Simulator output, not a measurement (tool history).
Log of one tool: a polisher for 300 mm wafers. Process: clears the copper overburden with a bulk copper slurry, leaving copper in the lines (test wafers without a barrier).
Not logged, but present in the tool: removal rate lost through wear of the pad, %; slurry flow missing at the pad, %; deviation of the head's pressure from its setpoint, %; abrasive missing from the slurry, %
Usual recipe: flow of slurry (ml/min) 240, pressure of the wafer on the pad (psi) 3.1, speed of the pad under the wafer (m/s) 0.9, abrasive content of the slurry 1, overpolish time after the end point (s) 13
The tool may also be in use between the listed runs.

run     day  flow of slurry (ml/min)  pressure of the wafer on the pad (psi)  speed of the pad under the wafer (m/s)  abrasive content of the slurry  overpolish time after the end point (s)  wafers since the last listed run  wafers polished on this pad  hours since the slurry nozzle was cleaned  hours since the head pressure was calibrated  hours since the slurry blender was calibrated  incoming thickness of the incoming film, nm  time until the end point was called (s)  dishing of a wide line in a test structure (angstrom)
  1       0                      240                                     3.1                                    1.04                               1                                        8                                 0                          231                                      218.4                                         541.2                                           69.3                                        736.8                                     72.3                                                    466
      3.475  -- slurry nozzle cleaned
  2   3.533                      240                                     3.1                                    1.04                               1                                        8                               888                         1119                                        1.4                                           626                                          154.1                                        726.7                                     74.4                                                    458
  3   5.921                      240                                     3.1                                    1.04                               1                                        8                               607                         1726                                       58.7                                         683.3                                          211.4                                        718.3                                     71.9                                                    452
      7.142  -- head pressure recalibrated
     10.188  -- worn pad replaced by a new one
  4  10.267                      240                                     3.1                                     0.9                             1.1                                       13                              1041                           19                                        163                                            75                                          315.7                                        730.6                                     79.7                                                    649
  5  11.921                      240                                     3.1                                     0.9                             1.1                                       13                               420                          440                                      202.7                                         114.7                                          355.4                                          740                                     82.2                                                    616
  6  16.225                      240                                     3.1                                     0.9                             1.1                                       13                              1094                         1535                                        306                                           218                                          458.7                                          726                                     80.9                                                    613
       16.5  -- slurry blender recalibrated
     17.733  -- slurry nozzle cleaned
     20.508  -- worn pad replaced by a new one
  7  20.717                      240                                     3.1                                     0.9                               1                                       13                              1068                           52                                       71.6                                         325.8                                          101.2                                        733.4                                     81.2                                                    625
  8   24.95                      240                                     3.1                                     0.9                               1                                       13                              1076                         1129                                      173.2                                         427.4                                          202.8                                        727.7                                     83.7                                                    607
  9  27.883                      240                                     3.1                                     0.9                               1                                       13                               746                         1875                                      243.6                                         497.8                                          273.2                                        731.6                                     83.8                                                    580
 10  29.804                      240                                     3.1                                     1.2                               1                                        9                               488                         2364                                      289.7                                         543.9                                          319.3                                        726.9                                     66.1                                                    556
     30.962  -- slurry nozzle cleaned
     31.746  -- head pressure recalibrated
     31.912  -- worn pad replaced by a new one
 11  32.717                      240                                     3.1                                     0.9                               1                                        6                               666                          204                                       42.1                                          23.3                                          389.2                                        736.5                                     82.4                                                    332
 12  34.504                      240                                     2.2                                    0.62                               1                                       16                               454                          659                                         85                                          66.2                                          432.1                                        732.7                                    163.4                                                    423
     36.646  -- slurry blender recalibrated
     41.858  -- worn pad replaced by a new one
      43.45  -- slurry nozzle cleaned
 13   44.35                      240                                     3.1                                     0.9                             1.2                                       13                              2430                          623                                       21.6                                         302.5                                          184.9                                        723.1                                     78.8                                                    631
 14  47.579                      180                                     3.1                                     0.9                               1                                        8                               821                         1444                                       99.1                                           380                                          262.4                                          725                                     87.3                                                    403

Run 15 has not been measured yet. What should we expect?
 15  49.783                      240                                     3.1                                     0.9                               1                                       13                               560                         2005                                        152                                         432.9                                          315.3                                        741.7                                        ?                                                      ?

time until the end point was called (s): 84.6
dishing of a wide line in a test structure (angstrom): 613
If the tool had no hidden condition, the same run with the same run-to-run variation would have returned time until the end point was called (s) 80, dishing of a wide line in a test structure (angstrom) 637.
